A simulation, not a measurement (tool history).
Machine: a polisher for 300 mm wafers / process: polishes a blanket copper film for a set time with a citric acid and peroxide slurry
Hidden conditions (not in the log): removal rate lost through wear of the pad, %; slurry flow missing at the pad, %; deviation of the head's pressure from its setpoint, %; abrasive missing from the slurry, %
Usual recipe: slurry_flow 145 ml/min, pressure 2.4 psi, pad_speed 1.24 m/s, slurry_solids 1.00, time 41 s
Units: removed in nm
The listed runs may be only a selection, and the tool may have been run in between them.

| run | day | slurry_flow | pressure | pad_speed | slurry_solids | time | wafers since the last listed run | wafers polished on this pad | hours since the slurry nozzle was cleaned | hours since the head pressure was calibrated | hours since the slurry blender was calibrated | incoming thickness of the incoming film, nm | removed |
|---|---|---|---|---|---|---|---|---|---|---|---|---|---|
| 1 | 0.000 | 180 | 2.4 | 1.24 | 1.00 | 41 | 0 | 1326 | 402.3 | 295.4 | 72.8 | 545.5 | 77.4 |
|  | 0.296 | worn pad replaced by a new one |
| 2 | 0.529 | 145 | 2.4 | 1.24 | 1.00 | 41 | 89 | 58 | 415.0 | 308.1 | 85.5 | 550.9 | 72.8 |
| 3 | 1.658 | 145 | 2.4 | 1.24 | 1.00 | 41 | 280 | 338 | 442.1 | 335.2 | 112.6 | 548.3 | 73.8 |
| 4 | 2.371 | 145 | 2.0 | 1.24 | 1.00 | 41 | 176 | 515 | 459.2 | 352.3 | 129.7 | 551.7 | 61.7 |
|  | 2.654 | head pressure recalibrated |
| 5 | 2.679 | 145 | 2.0 | 1.24 | 1.00 | 41 | 55 | 571 | 466.6 | 0.6 | 137.1 | 552.2 | 60.7 |
| 6 | 3.379 | 165 | 2.9 | 1.24 | 1.25 | 41 | 173 | 744 | 483.4 | 17.4 | 153.9 | 549.7 | 91.6 |
|  | 3.771 | slurry blender recalibrated |
| 7 | 4.112 | 145 | 2.4 | 1.02 | 1.10 | 41 | 161 | 905 | 501.0 | 35.0 | 8.2 | 557.7 | 63.0 |
| 8 | 4.662 | 145 | 2.4 | 1.24 | 1.00 | 47 | 136 | 1042 | 514.2 | 48.2 | 21.4 | 546.1 | 85.0 |
| 9 | 5.350 | 145 | 2.4 | 1.24 | 1.00 | 41 | 170 | 1213 | 530.7 | 64.7 | 37.9 | 546.5 | 74.7 |
| 10 | 5.888 | 145 | 3.2 | 1.02 | 1.25 | 41 | 133 | 1346 | 543.6 | 77.6 | 50.8 | 550.6 | 84.4 |
|  | 6.062 | worn pad replaced by a new one |
| 11 | 6.167 | 175 | 2.4 | 1.64 | 1.00 | 41 | 27 | 25 | 550.3 | 84.3 | 57.5 | 540.2 | 101.6 |
| 12 | 6.883 | 100 | 2.7 | 0.82 | 0.70 | 41 | 177 | 203 | 567.5 | 101.5 | 74.7 | 548.8 | 47.0 |
| 13 | 7.633 | 195 | 2.4 | 1.24 | 1.20 | 41 | 186 | 389 | 585.5 | 119.5 | 92.7 | 550.7 | 80.7 |
| 14 | 8.112 | 145 | 2.4 | 1.24 | 1.00 | 41 | 118 | 508 | 597.0 | 131.0 | 104.2 | 547.5 | 74.2 |
| 15 | 9.129 | 110 | 2.0 | 1.24 | 1.25 | 32 | 252 | 760 | 621.4 | 155.4 | 128.6 | 545.5 | 47.3 |
| 16 | 9.708 | 145 | 2.4 | 1.24 | 1.00 | 41 | 143 | 904 | 635.3 | 169.3 | 142.5 | 558.3 | 72.2 |
|  | 10.171 | slurry nozzle cleaned |
| 17 | 10.333 | 110 | 2.4 | 1.24 | 1.00 | 41 | 144 | 1049 | 3.9 | 184.3 | 157.5 | 543.3 | 66.7 |
| 18 | 10.750 | 185 | 2.4 | 1.04 | 1.00 | 41 | 103 | 1152 | 13.9 | 194.3 | 167.5 | 550.7 | 61.8 |
| 19 | 11.454 | 145 | 2.6 | 1.24 | 1.15 | 41 | 174 | 1327 | 30.8 | 211.2 | 184.4 | 542.8 | 77.0 |

What will run 20 give?
|  | 12.308 | slurry blender recalibrated |
|  | 12.429 | worn pad replaced by a new one |
| 20 | 13.596 | 145 | 2.4 | 1.38 | 0.90 | 41 | 480 | 289 | 82.2 | 262.6 | 30.9 | 554.4 | ? |

Run 20 yielded removed 80.5 nm.
If the tool had no hidden condition, the same run with the same run-to-run variation would have returned removed 81.1 nm.
